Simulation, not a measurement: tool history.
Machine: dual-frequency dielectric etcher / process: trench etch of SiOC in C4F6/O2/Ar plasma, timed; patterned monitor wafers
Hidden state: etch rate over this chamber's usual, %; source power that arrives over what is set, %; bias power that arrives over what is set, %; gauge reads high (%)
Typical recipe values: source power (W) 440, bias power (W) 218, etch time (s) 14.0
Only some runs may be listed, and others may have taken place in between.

run    hour  source power (W)  bias power (W)  etch time (s)  wafers since the last listed run  hours since the last wet clean  hours since the last source power generator calibration  hours since the last bias power generator calibration  hours since the last upper electrode change  hours since the gauge calibration  read-back reference wafer on the same gauge, depth_nm  mean etch depth across the wafer (angstrom)
  1     0.0               440             218           14.0                                 0                            58.5                                                   3698.8                                                 1862.9                                       2924.2                              530.7                                                  33.75                                        341.4
  2    54.2               440             218           14.0                               666                           112.7                                                   3753.0                                                 1917.1                                       2978.4                              584.9                                                  33.81                                        337.7
  3   110.8               440             218           14.0                               696                           169.3                                                   3809.6                                                 1973.7                                       3035.0                              641.5                                                  33.82                                        340.2
  4   188.0               440             218           14.0                               949                           246.5                                                   3886.8                                                 2050.9                                       3112.2                              718.7                                                  33.79                                        347.6
  5   256.0               420             218           14.0                               836                           314.5                                                   3954.8                                                 2118.9                                       3180.2                              786.7                                                  33.82                                        338.5
  6   308.6               420             218           14.0                               646                           367.1                                                   4007.4                                                 2171.5                                       3232.8                              839.3                                                  33.79                                        341.4
      393.0  -- wet clean of the chamber
  7   438.7               440             218           14.0                              1304                            45.7                                                   4137.5                                                 2301.6                                       3362.9                              969.4                                                  33.83                                        339.3
  8   516.9               440             218           14.0                               961                           123.9                                                   4215.7                                                 2379.8                                       3441.1                             1047.6                                                  33.83                                        341.6
      604.6  -- upper electrode replaced
  9   624.8               440             218           15.5                              1031                           231.8                                                   4323.6                                                 2487.7                                         20.2                             1155.5                                                  33.80                                        380.2
      662.8  -- gauge calibrated
 10   692.0               440             218           15.5                               826                           299.0                                                   4390.8                                                 2554.9                                         87.4                               29.2                                                  33.76                                        382.5
 11   733.1               440             218           14.0                               505                           340.1                                                   4431.9                                                 2596.0                                        128.5                               70.3                                                  33.79                                        348.6
 12   799.0               380             270           14.0                               810                           406.0                                                   4497.8                                                 2661.9                                        194.4                              136.2                                                  33.79                                        345.7
 13   874.6               440             254           16.5                               929                           481.6                                                   4573.4                                                 2737.5                                        270.0                              211.8                                                  33.81                                        425.4
      955.9  -- wet clean of the chamber
 14   956.4               540             242           12.5                               710                             0.5                                                   4655.2                                                 2819.3                                        351.8                              293.6                                                  33.78                                        326.6
     1032.1  -- bias power generator calibrated
 15  1035.0               440             218           11.0                               917                            79.1                                                   4733.8                                                    2.9                                        430.4                              372.2                                                  33.85                                        266.0
     1213.9  -- source power generator calibrated
 16  1270.6               440             218           17.0                              2848                           314.7                                                     56.7                                                  238.5                                        666.0                              607.8                                                  33.86                                        416.0
 17  1317.4               360             218           16.5                               575                           361.5                                                    103.5                                                  285.3                                        712.8                              654.6                                                  33.84                                        377.4
     1421.8  -- wet clean of the chamber
 18  1422.3               370             197           13.0                               994                             0.5                                                    208.4                                                  390.2                                        817.7                              759.5                                                  33.85                                        289.2
 19  1472.1               440             218           14.0                               612                            50.3                                                    258.2                                                  440.0                                        867.5                              809.3                                                  33.81                                        339.8
 20  1541.7               440             218           14.0                               855                           119.9                                                    327.8                                                  509.6                                        937.1                              878.9                                                  33.82                                        338.0
 21  1615.9               440             218           14.0                               912                           194.1                                                    402.0                                                  583.8                                       1011.3                              953.1                                                  33.81                                        338.9
 22  1693.9               350             235           14.0                               959                           272.1                                                    480.0                                                  661.8                                       1089.3                             1031.1                                                  33.82                                        322.6

The next listed run, before its measurement:
 23  1793.9               400             218           14.0                              1229                           372.1                                                    580.0                                                  761.8                                       1189.3                             1131.1                                                      ?                                            ?

{"run 23": {"read-back reference wafer on the same gauge, depth_nm": 33.84, "mean etch depth across the wafer (angstrom)": 330.7}}
With the hidden condition absent and the run-to-run variation left alone, this run would have shown mean etch depth across the wafer (angstrom) 325.1.
